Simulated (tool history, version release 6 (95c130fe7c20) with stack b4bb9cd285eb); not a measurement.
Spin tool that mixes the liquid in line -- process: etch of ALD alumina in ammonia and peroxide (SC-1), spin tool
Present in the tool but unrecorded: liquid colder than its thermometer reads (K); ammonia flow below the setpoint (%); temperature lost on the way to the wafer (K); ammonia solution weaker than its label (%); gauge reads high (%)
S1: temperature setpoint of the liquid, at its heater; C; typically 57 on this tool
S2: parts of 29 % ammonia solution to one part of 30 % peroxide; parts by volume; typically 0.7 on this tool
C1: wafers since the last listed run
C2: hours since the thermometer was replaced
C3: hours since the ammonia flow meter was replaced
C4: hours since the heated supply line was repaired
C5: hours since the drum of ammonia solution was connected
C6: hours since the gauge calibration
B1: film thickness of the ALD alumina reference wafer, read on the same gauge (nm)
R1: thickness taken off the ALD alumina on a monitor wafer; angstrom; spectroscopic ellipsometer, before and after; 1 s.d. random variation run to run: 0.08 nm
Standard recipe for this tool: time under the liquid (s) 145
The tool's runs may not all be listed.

run 1 day=0 | S1=57 S2=0.7 time_under_the_liquid_(s)=145 | C1=0 C2=913 C3=790.6 C4=2202.1 C5=496.6 C6=92.5 | B1=140.01 | R1=104.5
run 2 day=1.388 | S1=57 S2=0.7 time_under_the_liquid_(s)=145 | C1=360 C2=946.3 C3=823.9 C4=2235.4 C5=529.9 C6=125.8 | B1=140.02 | R1=104.3
run 3 day=2.317 | S1=57 S2=0.7 time_under_the_liquid_(s)=145 | C1=241 C2=968.6 C3=846.2 C4=2257.7 C5=552.2 C6=148.1 | B1=140.04 | R1=104.7
run 4 day=3.008 | S1=57 S2=0.7 time_under_the_liquid_(s)=145 | C1=179 C2=985.2 C3=862.8 C4=2274.3 C5=568.8 C6=164.7 | B1=139.99 | R1=104.2
run 5 day=4.4 | S1=57 S2=0.7 time_under_the_liquid_(s)=145 | C1=361 C2=1018.6 C3=896.2 C4=2307.7 C5=602.2 C6=198.1 | B1=140 | R1=105.6
run 6 day=4.988 | S1=57 S2=0.7 time_under_the_liquid_(s)=145 | C1=152 C2=1032.7 C3=910.3 C4=2321.8 C5=616.3 C6=212.2 | B1=140 | R1=105.4
run 7 day=5.775 | S1=57 S2=0.9 time_under_the_liquid_(s)=145 | C1=204 C2=1051.6 C3=929.2 C4=2340.7 C5=635.2 C6=231.1 | B1=139.98 | R1=106.8
run 8 day=6.304 | S1=57 S2=0.9 time_under_the_liquid_(s)=145 | C1=137 C2=1064.3 C3=941.9 C4=2353.4 C5=647.9 C6=243.8 | B1=140 | R1=105.9
run 9 day=7.067 | S1=57 S2=0.9 time_under_the_liquid_(s)=145 | C1=198 C2=1082.6 C3=960.2 C4=2371.7 C5=666.2 C6=262.1 | B1=140.01 | R1=108.4
-- day=7.25 heated supply line repaired
run 10 day=7.983 | S1=57 S2=0.7 time_under_the_liquid_(s)=145 | C1=227 C2=1104.6 C3=982.2 C4=17.6 C5=688.2 C6=284.1 | B1=140.02 | R1=104.3
run 11 day=8.933 | S1=53 S2=0.7 time_under_the_liquid_(s)=175 | C1=246 C2=1127.4 C3=1005 C4=40.4 C5=711 C6=306.9 | B1=140 | R1=101.8
run 12 day=9.85 | S1=57 S2=0.7 time_under_the_liquid_(s)=215 | C1=238 C2=1149.4 C3=1027 C4=62.4 C5=733 C6=328.9 | B1=139.99 | R1=155.7
run 13 day=10.621 | S1=50.5 S2=0.7 time_under_the_liquid_(s)=175 | C1=200 C2=1167.9 C3=1045.5 C4=80.9 C5=751.5 C6=347.4 | B1=140.02 | R1=88.9
-- day=10.842 gauge calibrated
-- day=11.646 ammonia flow meter replaced
run 14 day=11.667 | S1=54.5 S2=0.7 time_under_the_liquid_(s)=115 | C1=260 C2=1193 C3=0.5 C4=106 C5=776.6 C6=19.8 | B1=139.99 | R1=72.5
-- day=12.55 new drum of ammonia solution connected
run 15 day=12.842 | S1=57 S2=0.7 time_under_the_liquid_(s)=145 | C1=294 C2=1221.2 C3=28.7 C4=134.2 C5=7 C6=48 | B1=140.03 | R1=104.4
-- day=13.512 thermometer replaced
run 16 day=15.608 | S1=57 S2=0.55 time_under_the_liquid_(s)=145 | C1=707 C2=50.3 C3=95.1 C4=200.6 C5=73.4 C6=114.4 | B1=140 | R1=103.3
run 17 day=16.271 | S1=61.5 S2=0.5 time_under_the_liquid_(s)=115 | C1=172 C2=66.2 C3=111 C4=216.5 C5=89.3 C6=130.3 | B1=140.01 | R1=102.9
run 18 day=16.946 | S1=47.5 S2=0.55 time_under_the_liquid_(s)=90 | C1=175 C2=82.4 C3=127.2 C4=232.7 C5=105.5 C6=146.5 | B1=140.01 | R1=37.9
run 19 day=17.871 | S1=50.5 S2=1 time_under_the_liquid_(s)=65 | C1=240 C2=104.6 C3=149.4 C4=254.9 C5=127.7 C6=168.7 | B1=139.98 | R1=34.7
run 20 day=18.783 | S1=57 S2=0.7 time_under_the_liquid_(s)=145 | C1=236 C2=126.5 C3=171.3 C4=276.8 C5=149.6 C6=190.6 | B1=139.98 | R1=104.7
run 21 day=19.871 | S1=57 S2=0.7 time_under_the_liquid_(s)=145 | C1=282 C2=152.6 C3=197.4 C4=302.9 C5=175.7 C6=216.7 | B1=139.99 | R1=103.9

What differs in the tool's unlogged condition from the final listed run ahead of each entry between runs to the first listed run following it?
In the gap between runs 9 and 10: heated supply line repaired (day 7.25)
  no difference in the tool's unlogged condition between these two runs
In the gap between runs 13 and 14: gauge calibrated (day 10.842); ammonia flow meter replaced (day 11.646)
  no difference in the tool's unlogged condition between these two runs
In the gap between runs 14 and 15: new drum of ammonia solution connected (day 12.55)
  no difference in the tool's unlogged condition between these two runs
In the gap between runs 15 and 16: thermometer replaced (day 13.512)
  no difference in the tool's unlogged condition between these two runs

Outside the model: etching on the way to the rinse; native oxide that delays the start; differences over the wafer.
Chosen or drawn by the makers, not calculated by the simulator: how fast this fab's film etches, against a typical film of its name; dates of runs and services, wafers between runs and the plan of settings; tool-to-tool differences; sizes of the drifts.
